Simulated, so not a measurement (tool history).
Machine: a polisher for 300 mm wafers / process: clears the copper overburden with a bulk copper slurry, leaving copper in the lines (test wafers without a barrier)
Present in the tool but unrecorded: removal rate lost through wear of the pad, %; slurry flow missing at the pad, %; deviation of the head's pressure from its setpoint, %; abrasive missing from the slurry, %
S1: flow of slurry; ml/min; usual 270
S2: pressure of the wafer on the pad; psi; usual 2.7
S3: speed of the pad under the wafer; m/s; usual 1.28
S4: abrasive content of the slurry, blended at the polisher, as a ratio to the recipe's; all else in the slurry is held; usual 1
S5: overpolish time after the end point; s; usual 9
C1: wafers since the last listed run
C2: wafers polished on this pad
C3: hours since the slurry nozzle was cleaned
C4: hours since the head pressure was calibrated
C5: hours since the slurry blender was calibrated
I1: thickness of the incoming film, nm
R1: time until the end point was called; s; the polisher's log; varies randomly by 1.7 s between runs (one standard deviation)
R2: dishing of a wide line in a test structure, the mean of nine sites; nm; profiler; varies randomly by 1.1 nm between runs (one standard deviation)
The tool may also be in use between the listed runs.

run    hour   S1   S2    S3   S4  S5    C1    C2     C3     C4     C5      I1     R1    R2
  1       0  270  2.7  1.28    1   9     0   394     19  474.9   18.2  1129.5   86.7  70.6
  2   101.1  270  2.7  1.28    1   9   783  1178  120.1    576  119.3  1133.1   87.3  72.1
      162.3  -- worn pad replaced by a new one
  3   198.1  270  2.7  1.28    1   9   720   277  217.1    673  216.3    1127   84.9  71.3
  4   235.1  270  2.7  1.28    1   9   286   564  254.1    710  253.3  1122.8   85.8  72.9
      255.7  -- slurry blender recalibrated
  5   293.6  270  2.7  1.28    1   9   437  1002  312.6  768.5   37.9  1120.7     84  72.9
  6   350.1  270  2.7  1.28    1   9   437  1440  369.1    825   94.4  1096.3     82  72.8
      387.9  -- head pressure recalibrated
      413.3  -- worn pad replaced by a new one
  7   413.8  270  2.7  1.28    1   9   447     3  432.8   25.9  158.1  1134.6   92.4  66.7
        469  -- slurry blender recalibrated
      649.3  -- slurry nozzle cleaned
  8   655.6  295  2.1  1.28    1  13  1851  1855    6.3  267.7  186.6  1122.6  113.6  75.3
        665  -- worn pad replaced by a new one
      736.4  -- slurry blender recalibrated
  9   747.2  270  2.7  0.88    1   9   663   621   97.9  359.3   10.8  1130.5  127.1  54.4
 10   853.4  295  2.1  1.28    1  13   823  1444  204.1  465.5    117  1140.6  110.1  77.2
      919.6  -- worn pad replaced by a new one
 11   937.5  325  3.4   1.4  0.9   9   620   139  288.2  549.6  201.1  1139.2     62  93.1
      962.7  -- slurry blender recalibrated
 12   989.3  225  3.3  1.28    1   9   386   525    340  601.4   26.6  1128.4   70.2  83.4
 13    1089  270  1.8  1.28    1   9   772  1298  439.7  701.1  126.3    1140  125.7  51.3
 14  1150.9  270  3.5  1.28  0.8   9   479  1777  501.6    763  188.2  1112.7   69.2  87.4
     1158.7  -- worn pad replaced by a new one
     1203.5  -- slurry blender recalibrated
 15  1213.4  310  2.7  1.08  0.9   6   437   408  564.1  825.5    9.9  1124.4  103.9  46.1

Predict each of these 5 candidate next runs independently; none follows another, all start after run 15:
  A  1213.9  270  2.7  1.28     1  12   3  412  564.6  826  10.4  1139.1   ?   ?
  B  1213.9  270  2.7  1.28  0.75   9   3  412  564.6  826  10.4  1139.1   ?   ?
  C  1213.9  270  3.6  1.28   1.2  14   3  412  564.6  826  10.4  1139.1   ?   ?
  D  1213.9  195  3.2  1.28     1   5   3  412  564.6  826  10.4  1139.1   ?   ?
  E  1213.9  175  3.6  1.08     1   9   3  412  564.6  826  10.4  1139.1   ?   ?

run    R1     R2
  A  82.8   89.5
  B  90.1   69.2
  C    59  123.9
  D    73   52.2
  E  78.3   78.8
What these runs would have given with no unlogged condition in the tool:
run     R1     R2
  A   92.6     82
  B  100.7     63
  C   65.9  114.9
  D   81.6   47.3
  E   87.6   71.9
